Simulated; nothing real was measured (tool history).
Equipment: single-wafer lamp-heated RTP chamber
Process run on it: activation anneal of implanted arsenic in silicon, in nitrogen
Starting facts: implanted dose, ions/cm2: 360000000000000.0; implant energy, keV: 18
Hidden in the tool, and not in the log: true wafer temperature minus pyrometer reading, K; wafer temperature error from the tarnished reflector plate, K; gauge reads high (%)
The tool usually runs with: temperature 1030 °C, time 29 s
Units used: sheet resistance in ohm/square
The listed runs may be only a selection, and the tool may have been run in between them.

run	day	temperature	time	wafers since the last listed run	wafers since the last pyrometer calibration	wafers since the reflector plate was cleaned	hours since the gauge calibration	read-back reference wafer on the same gauge, sheet resistance	sheet resistance
1	0.000	1008	29	0	419	5160	339.7	239.13	283.42
2	0.908	1008	29	253	672	5413	361.5	239.68	282.14
3	1.696	1008	29	219	892	5632	380.4	239.72	285.17
4	3.079	1030	29	385	1277	6018	413.6	240.05	278.71
5	3.867	1030	29	219	1496	6237	432.5	240.37	278.13
6	4.417	1030	29	153	1650	6390	445.7	240.92	279.95
7	5.538	1030	29	312	1962	6702	472.6	241.08	281.59
# day 6.146: reflector plate cleaned
8	6.388	1030	29	143	2106	67	493.0	241.43	280.01
9	7.179	1030	29	220	2326	288	512.0	242.05	280.05
10	7.892	1020	29	198	2525	486	529.1	242.27	283.39
# day 8.338: pyrometer window cleaned and pyrometer calibrated
11	8.583	1030	16	99	67	586	545.7	242.79	286.21
12	9.308	1030	16	202	270	788	563.1	242.90	284.90
# day 10.217: gauge calibrated
13	10.717	1030	16	392	662	1180	12.0	236.27	278.33
14	11.629	1030	29	254	916	1435	33.9	236.40	274.30
15	12.533	1030	29	251	1168	1687	55.6	236.54	273.90
16	13.667	1041	12	315	1484	2002	82.8	236.82	281.03
17	14.562	1030	29	249	1733	2252	104.3	236.62	274.58
18	15.146	1057	38	162	1896	2414	118.3	236.67	265.46
19	15.688	1017	13	150	2047	2565	131.3	236.81	283.38
20	16.667	1005	22	272	2320	2838	154.8	236.94	282.43
# day 17.625: pyrometer window cleaned and pyrometer calibrated
21	18.038	1039	29	289	114	3127	187.7	237.16	273.49
22	19.108	1059	41	298	412	3426	213.4	237.00	266.31
23	19.862	1053	15	210	623	3636	231.5	237.31	275.80
24	20.583	1017	13	200	823	3837	248.8	237.70	283.35
25	21.996	1059	41	393	1217	4230	282.7	237.78	264.66
26	23.450	1046	15	405	1622	4635	317.6	238.27	279.64
27	24.946	1030	29	416	2039	5052	353.5	238.53	276.66
28	26.088	1042	29	318	2357	5370	380.9	239.07	274.38
29	27.142	1030	29	293	2651	5664	406.2	239.03	278.31
# day 28.333: pyrometer window cleaned and pyrometer calibrated
30	28.354	1030	34	244	5	5909	435.3	239.80	276.57
31	28.896	1050	25	150	156	6060	448.3	239.89	275.80
32	30.175	1002	16	356	512	6416	479.0	240.38	287.42
33	31.442	1030	19	352	865	6769	509.4	241.16	283.07
# day 32.025: reflector plate cleaned
34	32.200	1047	14	118	984	48	527.6	241.57	283.04
35	33.350	1040	15	320	1304	368	555.2	241.85	284.58
# day 33.600: gauge calibrated
36	34.058	1016	46	197	1501	566	11.0	236.67	273.79

Measured minus without-hidden-state, run by run (identical run-to-run variation in each term; gauge scatter may differ):
run	sheet resistance
1	+2.68
2	+2.99
3	+3.33
4	+3.81
5	+4.12
6	+4.40
7	+4.94
8	+5.33
9	+5.72
10	+6.16
11	+6.60
12	+6.98
13	-0.71
14	-0.67
15	-0.63
16	-0.57
17	-0.47
18	-0.39
19	-0.34
20	-0.20
21	+0.05
22	+0.25
23	+0.44
24	+0.63
25	+0.96
26	+1.45
27	+1.94
28	+2.35
29	+2.80
30	+3.30
31	+3.52
32	+4.29
33	+4.85
34	+5.25
35	+5.91
36	-0.37

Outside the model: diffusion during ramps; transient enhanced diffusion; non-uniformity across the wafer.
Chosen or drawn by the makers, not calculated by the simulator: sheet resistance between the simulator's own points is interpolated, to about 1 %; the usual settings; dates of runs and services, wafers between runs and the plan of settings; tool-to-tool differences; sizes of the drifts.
